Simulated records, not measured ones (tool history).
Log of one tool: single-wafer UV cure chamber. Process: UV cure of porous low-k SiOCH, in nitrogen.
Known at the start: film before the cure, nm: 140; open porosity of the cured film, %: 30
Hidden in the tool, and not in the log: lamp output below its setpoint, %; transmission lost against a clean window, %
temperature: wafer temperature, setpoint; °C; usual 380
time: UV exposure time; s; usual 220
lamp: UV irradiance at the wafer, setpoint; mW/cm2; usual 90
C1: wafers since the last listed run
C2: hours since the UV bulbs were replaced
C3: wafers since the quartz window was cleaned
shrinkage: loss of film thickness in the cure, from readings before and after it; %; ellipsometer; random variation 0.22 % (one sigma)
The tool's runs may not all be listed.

{"run": 1, "day": 0.0, "temperature": 380, "time": 220, "lamp": 90, "C1": 0, "C2": 1014.9, "C3": 206, "shrinkage": 12.14}
{"run": 2, "day": 3.725, "temperature": 380, "time": 220, "lamp": 90, "C1": 748, "C2": 1104.3, "C3": 954, "shrinkage": 11.746}
{"run": 3, "day": 6.525, "temperature": 380, "time": 220, "lamp": 90, "C1": 562, "C2": 1171.5, "C3": 1517, "shrinkage": 11.643}
{"run": 4, "day": 8.754, "temperature": 380, "time": 220, "lamp": 90, "C1": 447, "C2": 1225.0, "C3": 1965, "shrinkage": 11.667}
{"run": 5, "day": 12.483, "temperature": 380, "time": 220, "lamp": 90, "C1": 749, "C2": 1314.5, "C3": 2714, "shrinkage": 11.371}
{"run": 6, "day": 15.117, "temperature": 380, "time": 220, "lamp": 90, "C1": 529, "C2": 1377.7, "C3": 3243, "shrinkage": 11.168}
{"run": 7, "day": 18.15, "temperature": 380, "time": 220, "lamp": 90, "C1": 609, "C2": 1450.5, "C3": 3853, "shrinkage": 11.522}
{"run": 8, "day": 20.358, "temperature": 380, "time": 220, "lamp": 90, "C1": 443, "C2": 1503.5, "C3": 4297, "shrinkage": 10.895}
{"run": 9, "day": 22.462, "temperature": 380, "time": 220, "lamp": 90, "C1": 422, "C2": 1554.0, "C3": 4720, "shrinkage": 10.99}
{"day": 25.042, "done": "quartz window cleaned"}
{"run": 10, "day": 26.588, "temperature": 380, "time": 220, "lamp": 90, "C1": 761, "C2": 1653.0, "C3": 310, "shrinkage": 11.988}
{"run": 11, "day": 28.95, "temperature": 380, "time": 220, "lamp": 90, "C1": 474, "C2": 1709.7, "C3": 785, "shrinkage": 11.594}
{"run": 12, "day": 32.333, "temperature": 380, "time": 220, "lamp": 90, "C1": 679, "C2": 1790.9, "C3": 1465, "shrinkage": 11.855}
{"run": 13, "day": 34.275, "temperature": 388, "time": 220, "lamp": 90, "C1": 390, "C2": 1837.5, "C3": 1855, "shrinkage": 11.956}
{"run": 14, "day": 38.538, "temperature": 380, "time": 220, "lamp": 90, "C1": 856, "C2": 1939.8, "C3": 2712, "shrinkage": 11.119}
{"run": 15, "day": 42.05, "temperature": 380, "time": 220, "lamp": 90, "C1": 705, "C2": 2024.1, "C3": 3417, "shrinkage": 10.916}
{"run": 16, "day": 44.288, "temperature": 380, "time": 220, "lamp": 90, "C1": 449, "C2": 2077.8, "C3": 3867, "shrinkage": 11.1}
{"run": 17, "day": 47.242, "temperature": 380, "time": 220, "lamp": 109, "C1": 593, "C2": 2148.7, "C3": 4461, "shrinkage": 11.8}
{"day": 48.733, "done": "quartz window cleaned"}
{"day": 50.854, "done": "UV bulbs replaced"}
{"run": 18, "day": 51.438, "temperature": 380, "time": 220, "lamp": 109, "C1": 709, "C2": 14.0, "C3": 476, "shrinkage": 13.582}
{"run": 19, "day": 55.5, "temperature": 380, "time": 220, "lamp": 90, "C1": 816, "C2": 111.5, "C3": 1292, "shrinkage": 12.605}
{"run": 20, "day": 58.525, "temperature": 380, "time": 220, "lamp": 90, "C1": 607, "C2": 184.1, "C3": 1900, "shrinkage": 11.979}
{"run": 21, "day": 62.746, "temperature": 399, "time": 220, "lamp": 103, "C1": 848, "C2": 285.4, "C3": 2749, "shrinkage": 13.245}
{"run": 22, "day": 65.35, "temperature": 380, "time": 345, "lamp": 59, "C1": 523, "C2": 347.9, "C3": 3272, "shrinkage": 11.855}

The next listed run, before its measurement:
{"run": 23, "day": 67.7, "temperature": 394, "time": 220, "lamp": 90, "C1": 472, "C2": 404.3, "C3": 3744, "shrinkage": "?"}

Run 23 gave shrinkage 11.975 %.
Without the tool's hidden state the same run would have given shrinkage 13.690 %.

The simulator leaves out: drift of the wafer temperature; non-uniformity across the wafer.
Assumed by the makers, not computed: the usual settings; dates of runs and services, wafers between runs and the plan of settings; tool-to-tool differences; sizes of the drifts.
